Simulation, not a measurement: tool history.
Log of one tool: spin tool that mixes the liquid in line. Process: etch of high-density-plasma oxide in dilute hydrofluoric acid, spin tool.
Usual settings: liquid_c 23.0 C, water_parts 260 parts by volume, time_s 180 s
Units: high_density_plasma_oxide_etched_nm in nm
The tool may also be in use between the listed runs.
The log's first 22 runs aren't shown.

| run | hour | liquid_c | water_parts | time_s | wafers since the last listed run | hours since the thermometer was replaced | hours since the hydrofluoric acid flow meter was replaced | hours since the gauge calibration | read-back film thickness of the high-density-plasma oxide reference wafer, read on the same gauge (nm) | high_density_plasma_oxide_etched_nm |
|---|---|---|---|---|---|---|---|---|---|---|
| 23 | 346.2 | 23.0 | 260 | 240 | 98 | 53.8 | 24.3 | 146.2 | 140.03 | 6.38 |
| 24 | 358.8 | 23.0 | 260 | 180 | 132 | 66.4 | 36.9 | 158.8 | 140.03 | 4.79 |
| 25 | 374.9 | 23.0 | 145 | 180 | 168 | 82.5 | 53.0 | 174.9 | 140.00 | 9.72 |
| 26 | 383.5 | 24.5 | 365 | 230 | 90 | 91.1 | 61.6 | 183.5 | 139.97 | 4.13 |
| 27 | 389.9 | 26.5 | 130 | 120 | 67 | 97.5 | 68.0 | 189.9 | 140.03 | 8.43 |
| 28 | 407.6 | 19.0 | 260 | 180 | 185 | 115.2 | 85.7 | 207.6 | 140.01 | 4.12 |
| 29 | 419.9 | 25.0 | 260 | 180 | 128 | 127.5 | 98.0 | 219.9 | 140.00 | 5.09 |
| 30 | 428.6 | 23.0 | 260 | 180 | 91 | 136.2 | 106.7 | 228.6 | 140.00 | 4.77 |
| 31 | 440.7 | 21.5 | 260 | 120 | 126 | 148.3 | 118.8 | 240.7 | 139.96 | 3.02 |
| 32 | 448.0 | 25.0 | 330 | 235 | 76 | 155.6 | 126.1 | 248.0 | 140.01 | 4.84 |
| 33 | 455.3 | 23.0 | 260 | 225 | 76 | 162.9 | 133.4 | 255.3 | 140.00 | 5.90 |

3 ways to go on from here, each from the tool as it stands after run 33. What would each give?
| A | 455.8 | 21.0 | 260 | 180 | 5 | 163.4 | 133.9 | 255.8 | ? | ? |
| B | 455.8 | 19.0 | 160 | 180 | 5 | 163.4 | 133.9 | 255.8 | ? | ? |
| C | 455.8 | 26.5 | 215 | 275 | 5 | 163.4 | 133.9 | 255.8 | ? | ? |

| run | read-back film thickness of the high-density-plasma oxide reference wafer, read on the same gauge (nm) | high_density_plasma_oxide_etched_nm |
|---|---|---|
| A | 140.00 | 4.46 |
| B | 140.00 | 7.38 |
| C | 140.00 | 10.53 |
Without the tool's hidden state the same runs would have given:
| run | high_density_plasma_oxide_etched_nm |
|---|---|
| A | 4.52 |
| B | 7.49 |
| C | 10.67 |
